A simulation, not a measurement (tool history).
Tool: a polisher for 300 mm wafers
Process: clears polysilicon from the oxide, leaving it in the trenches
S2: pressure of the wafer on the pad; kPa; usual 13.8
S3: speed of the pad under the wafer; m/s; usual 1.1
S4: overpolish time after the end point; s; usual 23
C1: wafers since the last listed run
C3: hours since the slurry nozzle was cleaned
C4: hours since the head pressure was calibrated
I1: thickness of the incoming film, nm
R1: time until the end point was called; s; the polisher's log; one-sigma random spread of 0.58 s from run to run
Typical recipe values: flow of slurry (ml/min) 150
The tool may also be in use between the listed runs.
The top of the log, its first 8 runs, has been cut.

Run 9, day 15.012: usual settings but flow of slurry (ml/min) 190; C1 586; wafers polished on this pad 3340; C3 531.6; C4 103.7; I1 391. Result: R1 29.5 s.
At day 15.796: slurry nozzle cleaned.
Run 10, day 16.725: usual settings but flow of slurry (ml/min) 125, S2 17.2 kPa, S3 0.74 m/s, S4 12 s; C1 502; wafers polished on this pad 3842; C3 22.3; C4 144.8; I1 395.8. Result: R1 38.1 s.
Run 11, day 18.483: usual settings but flow of slurry (ml/min) 130, S2 17.9 kPa; C1 528; wafers polished on this pad 4371; C3 64.5; C4 187; I1 388.2. Result: R1 24.5 s.
Run 12, day 21.292: usual settings but S2 11.7 kPa, S4 33 s; C1 843; wafers polished on this pad 5215; C3 131.9; C4 254.4; I1 392.5. Result: R1 35.9 s.
Run 13, day 23.8: usual settings; C1 753; wafers polished on this pad 5968; C3 192.1; C4 314.6; I1 391.5. Result: R1 31.4 s.
At day 24.412: worn pad replaced by a new one.
Run 14, day 26.267: usual settings; C1 691; wafers polished on this pad 557; C3 251.3; C4 373.8; I1 388. Result: R1 30.2 s.
Run 15, day 27.346: usual settings; C1 324; wafers polished on this pad 881; C3 277.2; C4 399.7; I1 389. Result: R1 31.4 s.
Run 16, day 28.388: usual settings but S3 1.32 m/s, S4 30 s; C1 313; wafers polished on this pad 1194; C3 302.2; C4 424.7; I1 396.3. Result: R1 24.6 s.
Run 17, day 31.175: usual settings; C1 837; wafers polished on this pad 2032; C3 369.1; C4 491.6; I1 396.6. Result: R1 30.6 s.
Run 18, day 32.267: usual settings; C1 328; wafers polished on this pad 2360; C3 395.3; C4 517.8; I1 394.4. Result: R1 30.4 s.
Run 19, day 34.338: usual settings but flow of slurry (ml/min) 135, S2 15.2 kPa, S3 1.28 m/s, S4 15 s; C1 622; wafers polished on this pad 2982; C3 445; C4 567.5; I1 391.9. Result: R1 25 s.
At day 34.392: slurry nozzle cleaned.
Run 20, day 36.838: usual settings; C1 738; wafers polished on this pad 3721; C3 58.7; C4 627.5; I1 394.5. Result: R1 30.7 s.
Run 21, day 39.525: usual settings but flow of slurry (ml/min) 100, S3 1.28 m/s, S4 19 s; C1 807; wafers polished on this pad 4528; C3 123.2; C4 692; I1 392.7. Result: R1 29 s.
Run 22, day 41.367: usual settings but S2 9.7 kPa, S4 16 s; C1 553; wafers polished on this pad 5082; C3 167.4; C4 736.2; I1 389.1. Result: R1 40.2 s.
Run 23, day 43.546: usual settings but flow of slurry (ml/min) 185, S3 1.3 m/s, S4 18 s; C1 654; wafers polished on this pad 5737; C3 219.7; C4 788.5; I1 393.9. Result: R1 25.4 s.
At day 45.304: worn pad replaced by a new one.
Run 24, day 46.229: usual settings but S2 16.5 kPa, S3 1.3 m/s; C1 756; wafers polished on this pad 277; C3 284.1; C4 852.9; I1 392.5. Result: R1 22.2 s.
Run 25, day 51.1: usual settings; C1 1463; wafers polished on this pad 1741; C3 401; C4 969.8; I1 396.2. Result: R1 31.2 s.
Run 26, day 52.95: usual settings but flow of slurry (ml/min) 120, S3 1.48 m/s; C1 555; wafers polished on this pad 2297; C3 445.4; C4 1014.2; I1 386.7. Result: R1 23.4 s.
Run 27, day 54.212: usual settings; C1 379; wafers polished on this pad 2676; C3 475.7; C4 1044.5; I1 392.9. Result: R1 30.4 s.
Run 28, day 55.325: usual settings but flow of slurry (ml/min) 170, S2 15.2 kPa, S3 1.42 m/s, S4 13 s; C1 334; wafers polished on this pad 3010; C3 502.4; C4 1071.2; I1 388.5. Result: R1 21.6 s.
At day 56.621: slurry nozzle cleaned.
Run 29, day 58.212: usual settings but S2 10.3 kPa; C1 855; wafers polished on this pad 3866; C3 38.2; C4 1140.5; I1 390.9. Result: R1 38.1 s.
Run 30, day 59.329: usual settings but S2 11 kPa, S3 1.42 m/s; C1 335; wafers polished on this pad 4201; C3 65; C4 1167.3; I1 381.2. Result: R1 27.4 s.
At day 59.692: head pressure recalibrated.
Run 31, day 60.533: usual settings but flow of slurry (ml/min) 190, S2 16.5 kPa, S3 1.22 m/s, S4 15 s; C1 336; wafers polished on this pad 4538; C3 93.9; C4 20.2; I1 392.2. Result: R1 23.7 s.
Run 32, day 63.471: usual settings but S2 10.3 kPa, S3 1.42 m/s; C1 882; wafers polished on this pad 5421; C3 164.4; C4 90.7; I1 382.2. Result: R1 29.3 s.
At day 66.354: worn pad replaced by a new one.
Run 33, day 66.392: usual settings but S2 17.9 kPa, S4 29 s; C1 827; wafers polished on this pad 10; C3 234.5; C4 160.8; I1 383.2. Result: R1 24.6 s.

Branching from run 33: 5 alternative next runs. What would each branch give?
Run A, day 66.408: usual settings but flow of slurry (ml/min) 120; C1 5; wafers polished on this pad 15; C3 234.9; C4 161.2; I1 389.1. Result: R1 ?.
Run B, day 66.408: usual settings but S3 0.96 m/s; C1 5; wafers polished on this pad 15; C3 234.9; C4 161.2; I1 389.1. Result: R1 ?.
Run C, day 66.408: usual settings but S2 16.5 kPa; C1 5; wafers polished on this pad 15; C3 234.9; C4 161.2; I1 389.1. Result: R1 ?.
Run D, day 66.408: usual settings but S2 17.2 kPa, S4 17 s; C1 5; wafers polished on this pad 15; C3 234.9; C4 161.2; I1 389.1. Result: R1 ?.
Run E, day 66.408: usual settings but S2 11.7 kPa, S3 1.4 m/s, S4 33 s; C1 5; wafers polished on this pad 15; C3 234.9; C4 161.2; I1 389.1. Result: R1 ?.

run    R1
  A  30.9
  B  33.9
  C  25.3
  D  24.4
  E  26.7
What these runs would have given with no unlogged condition in the tool:
run    R1
  A  30.9
  B  33.9
  C  25.3
  D  24.4
  E  26.7
